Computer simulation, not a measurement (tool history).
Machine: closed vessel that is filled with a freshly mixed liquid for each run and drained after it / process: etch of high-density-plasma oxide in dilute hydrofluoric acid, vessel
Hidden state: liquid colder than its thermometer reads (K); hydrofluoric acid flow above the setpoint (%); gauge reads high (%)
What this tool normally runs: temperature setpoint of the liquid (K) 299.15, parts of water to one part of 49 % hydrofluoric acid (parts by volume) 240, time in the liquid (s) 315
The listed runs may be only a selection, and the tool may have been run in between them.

run,day,temperature setpoint of the liquid (K),parts of water to one part of 49 % hydrofluoric acid (parts by volume),time in the liquid (s),wafers since the last listed run,hours since the thermometer was replaced,hours since the hydrofluoric acid flow meter was replaced,hours since the gauge calibration,"read-back film thickness of the high-density-plasma oxide reference wafer, read on the same gauge (nm)",thickness taken off the high-density-plasma oxide on a monitor wafer (nm)
1,0,299.15,240,315,0,728.7,258.7,380.7,40.02,9.37
2,0.767,299.15,240,185,1148,747.1,277.1,399.1,40.06,5.49
3,1.65,299.15,240,185,1323,768.3,298.3,420.3,40.01,5.45
# day 2.396: gauge calibrated
4,2.938,299.15,240,185,1928,799.2,329.2,13,39.98,5.54
5,3.862,302.65,240,315,1385,821.4,351.4,35.2,40.02,10.55
6,5.304,302.65,240,315,2159,856,386,69.8,39.96,10.58
7,6.096,295.65,240,315,1186,875,405,88.8,40,8.18
8,7.067,295.65,240,315,1454,898.3,428.3,112.1,40.04,8.11
9,11.346,299.15,205,405,6411,1001,531,214.8,39.99,14.52
10,12.538,298.15,240,375,1785,1029.6,559.6,243.4,39.99,10.81
# day 12.817: thermometer replaced
11,13.038,298.15,240,375,686,5.3,571.6,255.4,39.98,10.56
12,14.112,299.15,155,315,1610,31.1,597.4,281.2,40.02,15.98
13,15.179,299.15,240,475,1598,56.7,623,306.8,40.02,13.95
14,15.933,296.15,160,140,1129,74.8,641.1,324.9,40.01,6.09
15,16.775,299.15,345,315,1261,95,661.3,345.1,40,5.85
16,17.95,299.15,180,460,1760,123.2,689.5,373.3,39.99,19.42
# day 18.138: hydrofluoric acid flow meter replaced
# day 18.204: gauge calibrated
17,18.454,299.15,240,435,692,135.3,7.6,6,39.98,12.73
18,19.088,302.65,240,315,948,150.5,22.8,21.2,39.97,10.53
19,20.317,299.15,240,315,1841,180,52.3,50.7,40.02,9.25
20,21.783,300.65,240,260,2197,215.2,87.5,85.9,40.03,7.98
21,22.592,299.15,240,315,1211,234.6,106.9,105.3,40,9.32
22,23.204,299.15,165,145,917,249.3,121.6,120,40,6.9
23,23.825,299.15,240,385,930,264.2,136.5,134.9,40.01,11.5

What differs in the tool's unlogged condition from the final listed run ahead of each entry between runs to the first listed run following it?
In the gap between runs 3 and 4: gauge calibrated (day 2.396)
  the hidden state is the same at both runs
In the gap between runs 10 and 11: thermometer replaced (day 12.817)
  the hidden state is the same at both runs
In the gap between runs 16 and 17: hydrofluoric acid flow meter replaced (day 18.138); gauge calibrated (day 18.204)
  the hidden state is the same at both runs
